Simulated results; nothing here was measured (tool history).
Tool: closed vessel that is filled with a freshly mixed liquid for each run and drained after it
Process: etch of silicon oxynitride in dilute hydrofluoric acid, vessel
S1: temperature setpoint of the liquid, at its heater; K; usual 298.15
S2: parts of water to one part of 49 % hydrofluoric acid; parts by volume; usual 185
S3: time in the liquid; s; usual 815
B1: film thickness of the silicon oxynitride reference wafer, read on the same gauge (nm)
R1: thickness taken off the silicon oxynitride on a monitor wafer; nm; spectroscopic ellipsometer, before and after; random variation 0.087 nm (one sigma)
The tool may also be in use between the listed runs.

run 1 hour=0.0 | S1=300.15 S2=185 S3=815 | B1=29.97 | R1=10.60
-- hour=41.9 thermometer replaced
run 2 hour=107.8 | S1=298.15 S2=225 S3=815 | B1=29.98 | R1=7.78
run 3 hour=209.3 | S1=298.15 S2=225 S3=815 | B1=30.01 | R1=7.76
run 4 hour=304.6 | S1=299.65 S2=185 S3=520 | B1=30.00 | R1=6.74
run 5 hour=392.1 | S1=299.65 S2=185 S3=520 | B1=29.98 | R1=6.86
run 6 hour=464.2 | S1=298.15 S2=185 S3=815 | B1=30.01 | R1=9.89
run 7 hour=648.2 | S1=298.15 S2=185 S3=815 | B1=30.01 | R1=10.10
run 8 hour=684.6 | S1=298.15 S2=185 S3=815 | B1=30.00 | R1=9.99
-- hour=742.4 hydrofluoric acid flow meter replaced
run 9 hour=759.8 | S1=298.15 S2=185 S3=815 | B1=30.00 | R1=9.25
run 10 hour=823.3 | S1=298.15 S2=115 S3=815 | B1=30.01 | R1=16.01
run 11 hour=877.5 | S1=298.15 S2=185 S3=815 | B1=29.99 | R1=9.45
-- hour=923.5 thermometer replaced
run 12 hour=965.0 | S1=302.65 S2=140 S3=815 | B1=29.98 | R1=16.06
-- hour=967.3 gauge calibrated
run 13 hour=1062.1 | S1=294.15 S2=115 S3=815 | B1=30.00 | R1=13.32
run 14 hour=1127.0 | S1=299.65 S2=185 S3=520 | B1=30.02 | R1=6.45
run 15 hour=1164.6 | S1=298.15 S2=150 S3=430 | B1=29.99 | R1=6.33
run 16 hour=1243.9 | S1=302.65 S2=245 S3=335 | B1=30.02 | R1=3.42
run 17 hour=1313.7 | S1=298.15 S2=225 S3=815 | B1=30.01 | R1=7.66
run 18 hour=1368.1 | S1=301.65 S2=105 S3=955 | B1=30.00 | R1=24.86

Forecast each of these 5 alternatives for the next run:
run A hour=1369.0 | S1=298.15 S2=185 S3=815 | B1=? | R1=?
run B hour=1369.0 | S1=300.15 S2=245 S3=1040 | B1=? | R1=?
run C hour=1369.0 | S1=295.65 S2=185 S3=815 | B1=? | R1=?
run D hour=1369.0 | S1=298.15 S2=225 S3=390 | B1=? | R1=?
run E hour=1369.0 | S1=301.15 S2=270 S3=525 | B1=? | R1=?

run=A B1=30.00 R1=9.66
run=B B1=30.00 R1=9.70
run=C B1=30.00 R1=8.63
run=D B1=30.00 R1=3.69
run=E B1=30.00 R1=4.55
Without the tool's hidden state the same runs would have given:
run=A R1=9.19
run=B R1=9.21
run=C R1=8.21
run=D R1=3.51
run=E R1=4.31
